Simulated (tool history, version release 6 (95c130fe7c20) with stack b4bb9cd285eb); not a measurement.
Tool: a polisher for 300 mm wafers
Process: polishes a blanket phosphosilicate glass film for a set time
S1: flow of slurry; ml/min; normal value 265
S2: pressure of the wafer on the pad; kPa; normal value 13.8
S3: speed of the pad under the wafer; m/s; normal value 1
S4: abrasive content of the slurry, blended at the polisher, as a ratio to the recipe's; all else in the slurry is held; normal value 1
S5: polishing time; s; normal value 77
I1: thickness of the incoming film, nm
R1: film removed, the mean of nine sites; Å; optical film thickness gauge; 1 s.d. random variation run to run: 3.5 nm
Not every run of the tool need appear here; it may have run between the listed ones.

run 1 hour=0 | S1=265 S2=13.8 S3=1 S4=1 S5=98 | I1=3289.3 | R1=4474
run 2 hour=19 | S1=265 S2=13.8 S3=1.2 S4=1 S5=77 | I1=3265.2 | R1=3807
run 3 hour=40.9 | S1=265 S2=13.8 S3=1.2 S4=1 S5=77 | I1=3267.6 | R1=3824
run 4 hour=64.2 | S1=265 S2=13.8 S3=1.2 S4=1 S5=77 | I1=3250.6 | R1=3870
-- hour=78.2 worn pad replaced by a new one
run 5 hour=82.6 | S1=265 S2=13.8 S3=1 S4=1 S5=77 | I1=3273.8 | R1=3495
run 6 hour=99.2 | S1=265 S2=13.8 S3=1 S4=1 S5=77 | I1=3320.6 | R1=3512
run 7 hour=132.9 | S1=265 S2=13.8 S3=1 S4=1 S5=77 | I1=3323.5 | R1=3439
run 8 hour=166.8 | S1=265 S2=13.8 S3=1 S4=1 S5=77 | I1=3307.9 | R1=3352
run 9 hour=181.8 | S1=265 S2=13.8 S3=1 S4=1 S5=77 | I1=3238.2 | R1=3356
run 10 hour=202.9 | S1=265 S2=13.8 S3=1 S4=1 S5=77 | I1=3302.9 | R1=3352
-- hour=228.9 conditioning disc replaced and pad reconditioned
-- hour=240.5 head pressure recalibrated
-- hour=260.4 worn pad replaced by a new one
-- hour=289.9 slurry nozzle cleaned
run 11 hour=302 | S1=265 S2=13.8 S3=1 S4=1 S5=77 | I1=3302.8 | R1=3603
run 12 hour=315.3 | S1=265 S2=13.8 S3=1 S4=0.75 S5=77 | I1=3255.9 | R1=2940
run 13 hour=328.4 | S1=265 S2=13.8 S3=1 S4=0.85 S5=62 | I1=3346.3 | R1=2574
run 14 hour=359.4 | S1=215 S2=13.8 S3=1 S4=1 S5=77 | I1=3308.4 | R1=3501
run 15 hour=378.1 | S1=265 S2=13.8 S3=1.2 S4=1 S5=77 | I1=3292.4 | R1=3945
run 16 hour=402.1 | S1=265 S2=13.8 S3=1 S4=1 S5=98 | I1=3252 | R1=4436
run 17 hour=414.8 | S1=170 S2=17.2 S3=1 S4=0.8 S5=77 | I1=3262.1 | R1=3711
-- hour=417.9 slurry blender recalibrated
run 18 hour=435.2 | S1=265 S2=13.8 S3=1 S4=1 S5=77 | I1=3327.5 | R1=3572

Predict the results of run 19:
-- hour=441.4 worn pad replaced by a new one
run 19 hour=448.3 | S1=265 S2=13.8 S3=1.2 S4=1 S5=77 | I1=3284.7 | R1=?

R1: 3948 Å
Were there no unlogged condition in the tool, this run, its random variation unchanged, would have produced R1 3967 Å.
